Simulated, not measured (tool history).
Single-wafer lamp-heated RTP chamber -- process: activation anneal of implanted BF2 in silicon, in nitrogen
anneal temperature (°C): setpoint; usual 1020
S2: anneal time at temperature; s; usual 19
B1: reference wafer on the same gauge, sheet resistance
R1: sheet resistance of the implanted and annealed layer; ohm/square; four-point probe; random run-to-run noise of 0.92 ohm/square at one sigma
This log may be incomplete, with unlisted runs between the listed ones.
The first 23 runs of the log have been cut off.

Run 24, hour 595.5: usual settings but anneal temperature (°C) 1030, S2 15 s; B1 228.08. Result: R1 210.67 ohm/square.
Run 25, hour 622.3: usual settings but S2 12 s; B1 227.74. Result: R1 225.25 ohm/square.
At hour 676.4: pyrometer window cleaned and pyrometer calibrated.
Run 26, hour 702.5: usual settings but anneal temperature (°C) 992; B1 228.79. Result: R1 243.97 ohm/square.
Run 27, hour 731.9: usual settings but anneal temperature (°C) 1030, S2 8 s; B1 228.66. Result: R1 226.36 ohm/square.
At hour 751.5: reflector plate cleaned.
Run 28, hour 764.7: usual settings but anneal temperature (°C) 1045, S2 15 s; B1 228.94. Result: R1 199.32 ohm/square.
Run 29, hour 800.4: usual settings but S2 14 s; B1 229.32. Result: R1 222.21 ohm/square.
Run 30, hour 867.9: usual settings; B1 229.47. Result: R1 214.54 ohm/square.
Run 31, hour 894.4: usual settings but anneal temperature (°C) 997, S2 12 s; B1 229.33. Result: R1 249.46 ohm/square.
Run 32, hour 916.3: usual settings; B1 229.20. Result: R1 215.75 ohm/square.
At hour 933.0: pyrometer window cleaned and pyrometer calibrated.
Run 33, hour 944.1: usual settings; B1 229.65. Result: R1 215.70 ohm/square.
Run 34, hour 965.6: usual settings; B1 229.85. Result: R1 215.16 ohm/square.
Run 35, hour 982.8: usual settings but anneal temperature (°C) 997, S2 30 s; B1 229.91. Result: R1 229.71 ohm/square.

Forecast each of these 5 alternatives for the next run:
Run A, hour 983.2: usual settings; B1 ?. Result: R1 ?.
Run B, hour 983.2: usual settings but anneal temperature (°C) 999, S2 11 s; B1 ?. Result: R1 ?.
Run C, hour 983.2: usual settings but anneal temperature (°C) 993, S2 29 s; B1 ?. Result: R1 ?.
Run D, hour 983.2: usual settings but anneal temperature (°C) 994, S2 11 s; B1 ?. Result: R1 ?.
Run E, hour 983.2: usual settings but anneal temperature (°C) 1035, S2 30 s; B1 ?. Result: R1 ?.

run      B1      R1
  A  230.17  217.68
  B  230.17  251.82
  C  230.17  235.45
  D  230.17  258.09
  E  230.17  197.58
Stripped of hidden state, with their random variation kept, the same runs would have yielded:
run      R1
  A  215.84
  B  249.69
  C  233.47
  D  255.92
  E  195.91

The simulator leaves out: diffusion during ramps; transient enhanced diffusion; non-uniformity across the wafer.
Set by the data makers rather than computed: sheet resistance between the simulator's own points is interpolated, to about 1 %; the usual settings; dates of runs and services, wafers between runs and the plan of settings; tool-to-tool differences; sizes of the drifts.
